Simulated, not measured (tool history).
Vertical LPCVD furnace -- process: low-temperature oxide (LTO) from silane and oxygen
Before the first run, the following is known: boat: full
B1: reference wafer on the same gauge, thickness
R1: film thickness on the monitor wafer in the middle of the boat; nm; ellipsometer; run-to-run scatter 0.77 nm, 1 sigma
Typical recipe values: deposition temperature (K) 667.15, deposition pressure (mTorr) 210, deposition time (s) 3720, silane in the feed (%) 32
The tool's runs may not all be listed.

run 1 hour=0.0 | deposition_temperature_(K)=667.15 deposition_pressure_(mTorr)=210 deposition_time_(s)=3720 silane_in_the_feed_(%)=32 | B1=375.94 | R1=431.82
run 2 hour=34.5 | deposition_temperature_(K)=667.15 deposition_pressure_(mTorr)=210 deposition_time_(s)=3720 silane_in_the_feed_(%)=32 | B1=376.52 | R1=432.32
run 3 hour=63.1 | deposition_temperature_(K)=667.15 deposition_pressure_(mTorr)=210 deposition_time_(s)=3720 silane_in_the_feed_(%)=32 | B1=375.88 | R1=432.81
-- hour=81.0 gauge calibrated
run 4 hour=87.7 | deposition_temperature_(K)=667.15 deposition_pressure_(mTorr)=210 deposition_time_(s)=3720 silane_in_the_feed_(%)=32 | B1=375.71 | R1=433.75
run 5 hour=106.5 | deposition_temperature_(K)=667.15 deposition_pressure_(mTorr)=210 deposition_time_(s)=3720 silane_in_the_feed_(%)=32 | B1=375.95 | R1=432.64
run 6 hour=136.3 | deposition_temperature_(K)=660.15 deposition_pressure_(mTorr)=210 deposition_time_(s)=3720 silane_in_the_feed_(%)=32 | B1=375.74 | R1=399.39
run 7 hour=151.5 | deposition_temperature_(K)=660.15 deposition_pressure_(mTorr)=210 deposition_time_(s)=3720 silane_in_the_feed_(%)=32 | B1=375.85 | R1=399.10
-- hour=185.7 silane flow controller replaced
run 8 hour=186.2 | deposition_temperature_(K)=667.15 deposition_pressure_(mTorr)=170 deposition_time_(s)=3720 silane_in_the_feed_(%)=28 | B1=375.84 | R1=289.49
run 9 hour=194.7 | deposition_temperature_(K)=667.15 deposition_pressure_(mTorr)=170 deposition_time_(s)=3720 silane_in_the_feed_(%)=28 | B1=375.67 | R1=289.02
run 10 hour=209.6 | deposition_temperature_(K)=667.15 deposition_pressure_(mTorr)=170 deposition_time_(s)=3720 silane_in_the_feed_(%)=28 | B1=376.05 | R1=289.65
-- hour=251.6 pressure gauge zeroed
run 11 hour=252.1 | deposition_temperature_(K)=667.15 deposition_pressure_(mTorr)=210 deposition_time_(s)=3720 silane_in_the_feed_(%)=32 | B1=376.10 | R1=435.30
run 12 hour=269.4 | deposition_temperature_(K)=667.15 deposition_pressure_(mTorr)=230 deposition_time_(s)=4770 silane_in_the_feed_(%)=29 | B1=375.55 | R1=531.64
run 13 hour=299.4 | deposition_temperature_(K)=660.15 deposition_pressure_(mTorr)=210 deposition_time_(s)=4680 silane_in_the_feed_(%)=32 | B1=376.01 | R1=505.26
run 14 hour=325.3 | deposition_temperature_(K)=679.15 deposition_pressure_(mTorr)=245 deposition_time_(s)=2730 silane_in_the_feed_(%)=38 | B1=376.09 | R1=537.32
-- hour=350.1 thermocouples replaced and temperature profile calibrated
run 15 hour=350.6 | deposition_temperature_(K)=667.15 deposition_pressure_(mTorr)=210 deposition_time_(s)=3720 silane_in_the_feed_(%)=32 | B1=375.95 | R1=411.55
run 16 hour=368.0 | deposition_temperature_(K)=667.15 deposition_pressure_(mTorr)=245 deposition_time_(s)=3720 silane_in_the_feed_(%)=34 | B1=375.96 | R1=520.38
-- hour=421.3 gauge calibrated
run 17 hour=427.5 | deposition_temperature_(K)=667.15 deposition_pressure_(mTorr)=210 deposition_time_(s)=3720 silane_in_the_feed_(%)=28 | B1=375.79 | R1=337.51
run 18 hour=462.9 | deposition_temperature_(K)=671.15 deposition_pressure_(mTorr)=255 deposition_time_(s)=4710 silane_in_the_feed_(%)=35 | B1=375.81 | R1=749.96
run 19 hour=477.1 | deposition_temperature_(K)=672.15 deposition_pressure_(mTorr)=175 deposition_time_(s)=2850 silane_in_the_feed_(%)=36 | B1=376.03 | R1=327.94
run 20 hour=495.4 | deposition_temperature_(K)=676.15 deposition_pressure_(mTorr)=170 deposition_time_(s)=3720 silane_in_the_feed_(%)=28 | B1=375.94 | R1=304.81
run 21 hour=525.3 | deposition_temperature_(K)=667.15 deposition_pressure_(mTorr)=210 deposition_time_(s)=3720 silane_in_the_feed_(%)=32 | B1=375.67 | R1=412.39
run 22 hour=554.6 | deposition_temperature_(K)=667.15 deposition_pressure_(mTorr)=185 deposition_time_(s)=4920 silane_in_the_feed_(%)=35 | B1=376.20 | R1=543.67
run 23 hour=587.6 | deposition_temperature_(K)=667.15 deposition_pressure_(mTorr)=210 deposition_time_(s)=3720 silane_in_the_feed_(%)=32 | B1=375.75 | R1=412.45

4 options for the next run, each taken on its own from the tool as it stands now. Forecast them:
run A hour=592.9 | deposition_temperature_(K)=667.15 deposition_pressure_(mTorr)=210 deposition_time_(s)=3720 silane_in_the_feed_(%)=32 | B1=? | R1=?
run B hour=592.9 | deposition_temperature_(K)=672.15 deposition_pressure_(mTorr)=240 deposition_time_(s)=3720 silane_in_the_feed_(%)=30 | B1=? | R1=?
run C hour=592.9 | deposition_temperature_(K)=667.15 deposition_pressure_(mTorr)=235 deposition_time_(s)=3720 silane_in_the_feed_(%)=32 | B1=? | R1=?
run D hour=592.9 | deposition_temperature_(K)=673.15 deposition_pressure_(mTorr)=210 deposition_time_(s)=2820 silane_in_the_feed_(%)=32 | B1=? | R1=?

run=A B1=376.05 R1=411.47
run=B B1=376.05 R1=454.71
run=C B1=376.05 R1=460.46
run=D B1=376.05 R1=334.89
Take away the tool's hidden state, keep each run's random variation, and the runs would have read:
run=A R1=409.35
run=B R1=452.38
run=C R1=458.08
run=D R1=333.20

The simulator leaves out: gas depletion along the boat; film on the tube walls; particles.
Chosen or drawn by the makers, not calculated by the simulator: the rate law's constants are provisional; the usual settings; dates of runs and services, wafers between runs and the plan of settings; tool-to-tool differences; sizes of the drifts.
